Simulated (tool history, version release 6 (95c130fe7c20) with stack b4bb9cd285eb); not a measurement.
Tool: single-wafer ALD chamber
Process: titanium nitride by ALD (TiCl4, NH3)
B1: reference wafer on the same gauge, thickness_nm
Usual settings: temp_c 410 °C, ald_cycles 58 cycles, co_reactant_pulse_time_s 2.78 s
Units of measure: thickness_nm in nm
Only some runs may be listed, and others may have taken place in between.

run 1 hour=0.0 | temp_c=399 ald_cycles=58 co_reactant_pulse_time_s=2.78 | B1=1.240 | thickness_nm=1.320
run 2 hour=15.6 | temp_c=416 ald_cycles=58 co_reactant_pulse_time_s=2.11 | B1=1.240 | thickness_nm=1.302
run 3 hour=41.9 | temp_c=416 ald_cycles=58 co_reactant_pulse_time_s=2.11 | B1=1.240 | thickness_nm=1.302
run 4 hour=55.8 | temp_c=416 ald_cycles=58 co_reactant_pulse_time_s=2.11 | B1=1.239 | thickness_nm=1.303
-- hour=60.3 gauge calibrated
run 5 hour=62.1 | temp_c=410 ald_cycles=58 co_reactant_pulse_time_s=2.78 | B1=1.240 | thickness_nm=1.317
run 6 hour=78.6 | temp_c=410 ald_cycles=58 co_reactant_pulse_time_s=2.78 | B1=1.241 | thickness_nm=1.319
run 7 hour=92.3 | temp_c=410 ald_cycles=58 co_reactant_pulse_time_s=2.78 | B1=1.240 | thickness_nm=1.322
run 8 hour=104.6 | temp_c=410 ald_cycles=54 co_reactant_pulse_time_s=2.78 | B1=1.240 | thickness_nm=1.227
run 9 hour=118.6 | temp_c=410 ald_cycles=54 co_reactant_pulse_time_s=2.78 | B1=1.240 | thickness_nm=1.233
run 10 hour=127.5 | temp_c=410 ald_cycles=58 co_reactant_pulse_time_s=2.43 | B1=1.240 | thickness_nm=1.319
run 11 hour=134.7 | temp_c=410 ald_cycles=58 co_reactant_pulse_time_s=2.78 | B1=1.239 | thickness_nm=1.324
run 12 hour=149.4 | temp_c=410 ald_cycles=58 co_reactant_pulse_time_s=2.78 | B1=1.240 | thickness_nm=1.321
run 13 hour=165.9 | temp_c=410 ald_cycles=61 co_reactant_pulse_time_s=2.78 | B1=1.240 | thickness_nm=1.384
run 14 hour=181.8 | temp_c=410 ald_cycles=61 co_reactant_pulse_time_s=2.78 | B1=1.239 | thickness_nm=1.388
run 15 hour=197.7 | temp_c=410 ald_cycles=58 co_reactant_pulse_time_s=2.78 | B1=1.239 | thickness_nm=1.313
-- hour=206.7 showerhead replaced
run 16 hour=207.4 | temp_c=410 ald_cycles=58 co_reactant_pulse_time_s=2.78 | B1=1.241 | thickness_nm=1.321
run 17 hour=218.2 | temp_c=406 ald_cycles=61 co_reactant_pulse_time_s=3.52 | B1=1.240 | thickness_nm=1.407
-- hour=233.8 thermocouple changed; heater temperature recalibrated
run 18 hour=234.3 | temp_c=410 ald_cycles=58 co_reactant_pulse_time_s=2.78 | B1=1.240 | thickness_nm=1.322
run 19 hour=248.6 | temp_c=410 ald_cycles=58 co_reactant_pulse_time_s=2.78 | B1=1.241 | thickness_nm=1.318
run 20 hour=263.9 | temp_c=410 ald_cycles=58 co_reactant_pulse_time_s=2.78 | B1=1.240 | thickness_nm=1.326
run 21 hour=276.5 | temp_c=410 ald_cycles=58 co_reactant_pulse_time_s=2.78 | B1=1.239 | thickness_nm=1.320
-- hour=278.4 gauge calibrated
run 22 hour=292.5 | temp_c=418 ald_cycles=55 co_reactant_pulse_time_s=2.47 | B1=1.239 | thickness_nm=1.246
run 23 hour=307.7 | temp_c=410 ald_cycles=58 co_reactant_pulse_time_s=2.78 | B1=1.241 | thickness_nm=1.321
run 24 hour=317.0 | temp_c=410 ald_cycles=64 co_reactant_pulse_time_s=1.72 | B1=1.239 | thickness_nm=1.394
run 25 hour=329.1 | temp_c=418 ald_cycles=52 co_reactant_pulse_time_s=1.87 | B1=1.239 | thickness_nm=1.159
run 26 hour=335.5 | temp_c=410 ald_cycles=58 co_reactant_pulse_time_s=2.78 | B1=1.240 | thickness_nm=1.324
run 27 hour=346.8 | temp_c=410 ald_cycles=58 co_reactant_pulse_time_s=1.79 | B1=1.240 | thickness_nm=1.279
run 28 hour=359.8 | temp_c=417 ald_cycles=58 co_reactant_pulse_time_s=1.96 | B1=1.239 | thickness_nm=1.289
run 29 hour=373.1 | temp_c=410 ald_cycles=54 co_reactant_pulse_time_s=2.15 | B1=1.239 | thickness_nm=1.211
run 30 hour=384.7 | temp_c=410 ald_cycles=58 co_reactant_pulse_time_s=3.34 | B1=1.240 | thickness_nm=1.332
run 31 hour=398.8 | temp_c=410 ald_cycles=51 co_reactant_pulse_time_s=2.78 | B1=1.240 | thickness_nm=1.165
run 32 hour=408.6 | temp_c=401 ald_cycles=62 co_reactant_pulse_time_s=2.43 | B1=1.240 | thickness_nm=1.396

Alternative continuations, all from the tool just after run 32; predict every row:
run A hour=409.1 | temp_c=410 ald_cycles=58 co_reactant_pulse_time_s=2.78 | B1=? | thickness_nm=?
run B hour=409.1 | temp_c=424 ald_cycles=67 co_reactant_pulse_time_s=3.22 | B1=? | thickness_nm=?
run C hour=409.1 | temp_c=397 ald_cycles=65 co_reactant_pulse_time_s=2.39 | B1=? | thickness_nm=?

run=A B1=1.239 thickness_nm=1.314
run=B B1=1.239 thickness_nm=1.530
run=C B1=1.239 thickness_nm=1.454
Had the tool no hidden state, the same runs would have come out as:
run=A thickness_nm=1.314
run=B thickness_nm=1.530
run=C thickness_nm=1.454

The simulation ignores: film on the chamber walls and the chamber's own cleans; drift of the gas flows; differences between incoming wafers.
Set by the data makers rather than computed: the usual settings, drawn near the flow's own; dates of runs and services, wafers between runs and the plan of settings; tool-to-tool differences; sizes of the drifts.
